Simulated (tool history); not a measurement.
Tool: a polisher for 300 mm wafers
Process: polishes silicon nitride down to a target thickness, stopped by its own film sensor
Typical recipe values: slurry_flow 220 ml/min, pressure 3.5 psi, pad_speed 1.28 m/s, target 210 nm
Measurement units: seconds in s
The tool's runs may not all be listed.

run	hour	slurry_flow	pressure	pad_speed	target	incoming thickness of the incoming film, nm	seconds
1	0.0	220	3.5	1.28	181	406.0	93.3
2	9.1	220	3.5	1.28	210	406.1	79.6
3	24.6	220	3.5	1.28	210	395.2	75.2
4	41.0	220	3.5	1.42	210	401.7	72.7
5	53.7	220	3.5	1.42	210	393.4	68.9
6	69.7	220	3.5	1.28	210	397.9	77.5
7	91.8	220	3.5	1.28	194	398.5	83.7
8	106.4	220	3.5	1.28	194	399.6	83.4
9	122.3	220	3.5	1.28	194	405.7	89.1
10	131.7	220	3.5	1.28	210	405.8	79.6
11	148.4	220	3.1	1.28	210	403.6	87.8
12	160.5	220	3.5	1.58	210	396.9	64.7
13	169.3	220	3.5	1.28	210	400.7	78.1
14	185.2	220	3.5	1.28	210	401.6	78.6
15	197.7	220	3.5	1.28	210	406.0	81.5
16	215.2	220	3.5	1.60	210	398.4	64.9
17	229.3	165	3.1	1.28	210	399.2	88.9
18	246.9	190	3.5	1.28	210	406.7	82.1
19	254.3	185	3.5	1.58	210	400.4	67.1
20	260.9	220	3.5	1.28	210	399.0	78.6
21	279.2	220	3.5	1.28	210	397.6	75.9
22	287.6	180	4.5	1.06	188	398.2	86.3
23	305.0	220	3.5	1.28	210	398.8	79.0
24	315.9	295	3.0	0.96	255	393.8	77.7
25	332.4	220	3.5	1.28	210	407.9	81.9
26	341.3	160	3.5	0.98	239	398.6	85.1
27	354.9	290	3.5	1.48	210	400.6	66.4
28	363.2	220	3.5	1.28	269	397.4	52.1
29	377.8	275	4.0	0.92	210	401.2	89.1
30	393.3	220	3.5	1.28	210	405.6	80.4
31	407.0	220	4.5	1.28	249	395.0	48.4
32	413.6	220	2.5	0.84	210	400.6	142.8
33	423.7	220	3.5	1.28	210	394.9	76.1
34	436.7	220	3.5	1.28	249	400.0	62.1
35	446.7	165	4.1	1.54	275	403.8	41.8
36	454.4	220	3.5	1.28	192	403.7	87.1

Between the runs listed above, the log contained 4 entries, not reproduced here. Where in the sequence does each belong, and how does what the log doesn't record of the tool's condition differ from the listed run before to the listed run after?
Logged between run 13 and run 14: worn pad replaced by a new one (hour 183.5); head pressure recalibrated (hour 184.7)
  no difference in the tool's unlogged condition between these two runs
Logged between run 14 and run 15: slurry nozzle cleaned (hour 189.3)
  no difference in the tool's unlogged condition between these two runs
Logged between run 29 and run 30: worn pad replaced by a new one (hour 392.8)
  no difference in the tool's unlogged condition between these two runs
